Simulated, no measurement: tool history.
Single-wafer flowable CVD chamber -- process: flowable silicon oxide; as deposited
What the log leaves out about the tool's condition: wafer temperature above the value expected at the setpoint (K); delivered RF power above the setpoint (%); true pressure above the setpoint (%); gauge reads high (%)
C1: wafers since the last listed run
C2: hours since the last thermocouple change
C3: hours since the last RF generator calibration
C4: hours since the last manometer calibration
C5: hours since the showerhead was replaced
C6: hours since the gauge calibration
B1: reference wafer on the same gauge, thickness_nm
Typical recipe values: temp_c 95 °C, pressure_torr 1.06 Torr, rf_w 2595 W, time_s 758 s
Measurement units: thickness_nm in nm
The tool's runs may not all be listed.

{"run": 1, "hour": 0.0, "temp_c": 95, "pressure_torr": 1.06, "rf_w": 2595, "time_s": 758, "C1": 0, "C2": 986.0, "C3": 1050.8, "C4": 2111.4, "C5": 5856.3, "C6": 302.0, "B1": 830.945, "thickness_nm": 765.269}
{"run": 2, "hour": 16.1, "temp_c": 95, "pressure_torr": 1.06, "rf_w": 2595, "time_s": 758, "C1": 49, "C2": 1002.1, "C3": 1066.9, "C4": 2127.5, "C5": 5872.4, "C6": 318.1, "B1": 832.004, "thickness_nm": 759.057}
{"run": 3, "hour": 31.8, "temp_c": 95, "pressure_torr": 1.21, "rf_w": 2595, "time_s": 758, "C1": 48, "C2": 1017.8, "C3": 1082.6, "C4": 2143.2, "C5": 5888.1, "C6": 333.8, "B1": 832.255, "thickness_nm": 869.18}
{"run": 4, "hour": 41.9, "temp_c": 95, "pressure_torr": 1.21, "rf_w": 2595, "time_s": 758, "C1": 31, "C2": 1027.9, "C3": 1092.7, "C4": 2153.3, "C5": 5898.2, "C6": 343.9, "B1": 831.016, "thickness_nm": 863.367}
{"run": 5, "hour": 64.0, "temp_c": 95, "pressure_torr": 1.21, "rf_w": 2595, "time_s": 758, "C1": 68, "C2": 1050.0, "C3": 1114.8, "C4": 2175.4, "C5": 5920.3, "C6": 366.0, "B1": 831.875, "thickness_nm": 867.443}
{"hour": 76.0, "done": "capacitance manometer re-zeroed and calibrated"}
{"run": 6, "hour": 77.8, "temp_c": 95, "pressure_torr": 1.06, "rf_w": 2595, "time_s": 758, "C1": 17, "C2": 1063.8, "C3": 1128.6, "C4": 1.8, "C5": 5934.1, "C6": 379.8, "B1": 832.461, "thickness_nm": 736.743}
{"run": 7, "hour": 89.9, "temp_c": 95, "pressure_torr": 1.06, "rf_w": 2595, "time_s": 758, "C1": 37, "C2": 1075.9, "C3": 1140.7, "C4": 13.9, "C5": 5946.2, "C6": 391.9, "B1": 833.143, "thickness_nm": 737.223}
{"run": 8, "hour": 97.1, "temp_c": 95, "pressure_torr": 1.06, "rf_w": 2595, "time_s": 758, "C1": 22, "C2": 1083.1, "C3": 1147.9, "C4": 21.1, "C5": 5953.4, "C6": 399.1, "B1": 832.599, "thickness_nm": 741.25}
{"run": 9, "hour": 109.5, "temp_c": 95, "pressure_torr": 1.06, "rf_w": 2595, "time_s": 758, "C1": 38, "C2": 1095.5, "C3": 1160.3, "C4": 33.5, "C5": 5965.8, "C6": 411.5, "B1": 831.468, "thickness_nm": 735.589}
{"hour": 119.3, "done": "thermocouple changed; heater temperature recalibrated"}
{"run": 10, "hour": 119.8, "temp_c": 95, "pressure_torr": 1.06, "rf_w": 2595, "time_s": 758, "C1": 7, "C2": 0.5, "C3": 1170.6, "C4": 43.8, "C5": 5976.1, "C6": 421.8, "B1": 831.845, "thickness_nm": 733.633}
{"run": 11, "hour": 123.0, "temp_c": 95, "pressure_torr": 1.06, "rf_w": 2595, "time_s": 758, "C1": 9, "C2": 3.7, "C3": 1173.8, "C4": 47.0, "C5": 5979.3, "C6": 425.0, "B1": 832.072, "thickness_nm": 733.292}
{"hour": 131.4, "done": "capacitance manometer re-zeroed and calibrated, repeated, since the last time left the tool worse"}
{"run": 12, "hour": 138.6, "temp_c": 95, "pressure_torr": 1.06, "rf_w": 2595, "time_s": 758, "C1": 23, "C2": 19.3, "C3": 1189.4, "C4": 7.2, "C5": 5994.9, "C6": 440.6, "B1": 831.157, "thickness_nm": 814.644}
{"run": 13, "hour": 156.7, "temp_c": 105, "pressure_torr": 1.06, "rf_w": 2885, "time_s": 665, "C1": 55, "C2": 37.4, "C3": 1207.5, "C4": 25.3, "C5": 6013.0, "C6": 458.7, "B1": 831.651, "thickness_nm": 538.617}
{"run": 14, "hour": 166.9, "temp_c": 95, "pressure_torr": 1.06, "rf_w": 2595, "time_s": 758, "C1": 31, "C2": 47.6, "C3": 1217.7, "C4": 35.5, "C5": 6023.2, "C6": 468.9, "B1": 833.409, "thickness_nm": 823.832}
{"run": 15, "hour": 181.7, "temp_c": 95, "pressure_torr": 1.06, "rf_w": 2595, "time_s": 758, "C1": 45, "C2": 62.4, "C3": 1232.5, "C4": 50.3, "C5": 6038.0, "C6": 483.7, "B1": 832.051, "thickness_nm": 817.806}
{"run": 16, "hour": 194.4, "temp_c": 101, "pressure_torr": 1.18, "rf_w": 2980, "time_s": 611, "C1": 39, "C2": 75.1, "C3": 1245.2, "C4": 63.0, "C5": 6050.7, "C6": 496.4, "B1": 831.857, "thickness_nm": 623.047}
{"hour": 220.7, "done": "gauge calibrated"}
{"hour": 228.0, "done": "showerhead replaced"}
{"run": 17, "hour": 233.3, "temp_c": 102, "pressure_torr": 0.91, "rf_w": 2890, "time_s": 664, "C1": 95, "C2": 114.0, "C3": 1284.1, "C4": 101.9, "C5": 5.3, "C6": 12.6, "B1": 832.981, "thickness_nm": 505.967}
{"hour": 246.2, "done": "RF generator calibrated"}
{"run": 18, "hour": 249.2, "temp_c": 95, "pressure_torr": 1.06, "rf_w": 2880, "time_s": 686, "C1": 24, "C2": 129.9, "C3": 3.0, "C4": 117.8, "C5": 21.2, "C6": 28.5, "B1": 831.471, "thickness_nm": 746.125}

Run 19 has not been measured yet. What should we expect?
{"run": 19, "hour": 257.0, "temp_c": 95, "pressure_torr": 1.06, "rf_w": 2595, "time_s": 633, "C1": 24, "C2": 137.7, "C3": 10.8, "C4": 125.6, "C5": 29.0, "C6": 36.3, "B1": "?", "thickness_nm": "?"}

Run 19 produced B1 830.906, thickness_nm 684.405 nm.
The same run, on a tool lacking any hidden state, would have yielded thickness_nm 687.095 nm.
